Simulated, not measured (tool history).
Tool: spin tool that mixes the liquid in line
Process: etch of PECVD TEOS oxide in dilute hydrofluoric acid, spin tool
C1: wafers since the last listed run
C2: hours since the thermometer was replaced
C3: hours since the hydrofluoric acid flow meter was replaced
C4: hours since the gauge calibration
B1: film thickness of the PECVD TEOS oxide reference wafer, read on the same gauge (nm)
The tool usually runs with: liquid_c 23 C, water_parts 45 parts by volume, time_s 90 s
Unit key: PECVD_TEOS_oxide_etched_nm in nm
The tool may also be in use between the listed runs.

run 1 hour=0 | liquid_c=23 water_parts=45 time_s=90 | C1=0 C2=271.9 C3=748.2 C4=2304.7 | B1=29.97 | PECVD_TEOS_oxide_etched_nm=52.08
-- hour=11.7 gauge calibrated
run 2 hour=83.5 | liquid_c=23 water_parts=45 time_s=90 | C1=763 C2=355.4 C3=831.7 C4=71.8 | B1=30.03 | PECVD_TEOS_oxide_etched_nm=51.57
run 3 hour=163.1 | liquid_c=23 water_parts=45 time_s=90 | C1=727 C2=435 C3=911.3 C4=151.4 | B1=30 | PECVD_TEOS_oxide_etched_nm=52.35
run 4 hour=206.7 | liquid_c=23 water_parts=45 time_s=90 | C1=398 C2=478.6 C3=954.9 C4=195 | B1=29.98 | PECVD_TEOS_oxide_etched_nm=52.09
run 5 hour=511.8 | liquid_c=23 water_parts=45 time_s=90 | C1=2789 C2=783.7 C3=1260 C4=500.1 | B1=29.99 | PECVD_TEOS_oxide_etched_nm=52.36
run 6 hour=553.2 | liquid_c=23 water_parts=45 time_s=90 | C1=378 C2=825.1 C3=1301.4 C4=541.5 | B1=30 | PECVD_TEOS_oxide_etched_nm=53
run 7 hour=761.1 | liquid_c=23 water_parts=45 time_s=90 | C1=1900 C2=1033 C3=1509.3 C4=749.4 | B1=30 | PECVD_TEOS_oxide_etched_nm=52.77
run 8 hour=797.4 | liquid_c=23 water_parts=45 time_s=90 | C1=331 C2=1069.3 C3=1545.6 C4=785.7 | B1=30.01 | PECVD_TEOS_oxide_etched_nm=51.88
-- hour=863.5 thermometer replaced
-- hour=888.6 hydrofluoric acid flow meter replaced
run 9 hour=902.9 | liquid_c=24 water_parts=30 time_s=90 | C1=946 C2=39.4 C3=14.3 C4=891.2 | B1=30.01 | PECVD_TEOS_oxide_etched_nm=85.67
run 10 hour=982 | liquid_c=24 water_parts=30 time_s=90 | C1=723 C2=118.5 C3=93.4 C4=970.3 | B1=29.99 | PECVD_TEOS_oxide_etched_nm=84.53
run 11 hour=1027.8 | liquid_c=24 water_parts=30 time_s=90 | C1=418 C2=164.3 C3=139.2 C4=1016.1 | B1=29.99 | PECVD_TEOS_oxide_etched_nm=85.64
run 12 hour=1083.2 | liquid_c=19.5 water_parts=45 time_s=90 | C1=506 C2=219.7 C3=194.6 C4=1071.5 | B1=29.95 | PECVD_TEOS_oxide_etched_nm=45.89
run 13 hour=1162.4 | liquid_c=19.5 water_parts=45 time_s=90 | C1=724 C2=298.9 C3=273.8 C4=1150.7 | B1=29.97 | PECVD_TEOS_oxide_etched_nm=45.98
run 14 hour=1346.9 | liquid_c=19.5 water_parts=45 time_s=90 | C1=1686 C2=483.4 C3=458.3 C4=1335.2 | B1=30 | PECVD_TEOS_oxide_etched_nm=46.14
run 15 hour=1393.9 | liquid_c=23 water_parts=50 time_s=90 | C1=429 C2=530.4 C3=505.3 C4=1382.2 | B1=30.02 | PECVD_TEOS_oxide_etched_nm=48.57
run 16 hour=1481.6 | liquid_c=23 water_parts=45 time_s=90 | C1=801 C2=618.1 C3=593 C4=1469.9 | B1=30 | PECVD_TEOS_oxide_etched_nm=54.15
run 17 hour=1576.4 | liquid_c=23 water_parts=25 time_s=65 | C1=866 C2=712.9 C3=687.8 C4=1564.7 | B1=29.96 | PECVD_TEOS_oxide_etched_nm=71.15
run 18 hour=1683.2 | liquid_c=23 water_parts=25 time_s=65 | C1=976 C2=819.7 C3=794.6 C4=1671.5 | B1=30.03 | PECVD_TEOS_oxide_etched_nm=72.28

Expected results for the next run?
run 19 hour=1734.6 | liquid_c=23 water_parts=45 time_s=90 | C1=469 C2=871.1 C3=846 C4=1722.9 | B1=? | PECVD_TEOS_oxide_etched_nm=?

Run 19 produced B1 30.02, PECVD_TEOS_oxide_etched_nm 54.02 nm.
With the hidden condition absent and the run-to-run variation left alone, this run would have shown PECVD_TEOS_oxide_etched_nm 54.1 nm.
